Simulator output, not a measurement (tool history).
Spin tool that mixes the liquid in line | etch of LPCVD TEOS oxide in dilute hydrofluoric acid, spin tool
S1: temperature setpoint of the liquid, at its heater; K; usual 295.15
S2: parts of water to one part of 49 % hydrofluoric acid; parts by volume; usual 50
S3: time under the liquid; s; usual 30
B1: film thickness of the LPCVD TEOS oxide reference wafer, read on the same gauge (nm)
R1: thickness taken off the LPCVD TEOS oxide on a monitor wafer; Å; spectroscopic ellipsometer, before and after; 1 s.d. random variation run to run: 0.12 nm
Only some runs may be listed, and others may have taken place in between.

run,day,S1,S2,S3,B1,R1
1,0.000,298.15,50,30,60.03,194.6
2,2.254,298.15,50,30,59.98,193.9
3,3.408,295.15,50,30,60.01,169.6
4,4.525,295.15,50,30,59.98,171.6
5,6.142,295.15,50,30,59.98,172.4
6,8.917,295.15,50,30,60.02,169.0
7,10.692,295.15,50,30,59.99,172.5
8,12.283,295.15,50,15,59.99,85.7
9,16.571,295.15,50,15,59.98,87.3
10,17.871,295.15,50,30,60.00,174.1
# day 18.133: gauge calibrated
11,19.608,295.15,50,25,59.99,146.1
# day 21.217: hydrofluoric acid flow meter replaced
12,22.375,297.65,50,30,60.02,194.5
13,23.821,297.65,50,30,60.02,193.7
14,25.450,297.65,50,30,59.99,194.1
15,26.875,293.15,60,40,59.99,174.9
16,29.621,295.15,70,20,60.00,80.3
17,31.542,299.15,50,30,60.02,206.0
18,34.079,299.65,25,30,59.99,441.0
19,36.217,295.15,50,30,60.02,175.2
20,39.142,290.65,30,30,60.01,247.5
21,41.829,295.15,50,30,59.99,177.6
# day 42.200: thermometer replaced
22,43.700,295.15,40,40,60.01,272.7
23,44.833,293.15,45,30,59.99,164.5
24,47.212,295.15,50,30,60.00,163.3
25,51.250,299.15,30,45,60.02,495.9
26,53.279,295.15,50,30,60.04,164.4
27,55.000,295.15,60,45,60.03,203.4
28,57.371,295.15,35,15,59.98,121.1
29,60.162,298.15,55,15,60.00,83.3

3 options for the next run, each taken on its own from the tool as it stands now. Forecast them:
A,60.179,295.15,60,30,?,?
B,60.179,298.65,40,15,?,?
C,60.179,299.65,65,35,?,?

run,B1,R1
A,60.01,134.7
B,60.01,119.8
C,60.01,172.8
The same runs, with their run-to-run variation unchanged, on a tool lacking any hidden condition would have given:
run,R1
A,128.8
B,114.6
C,165.5
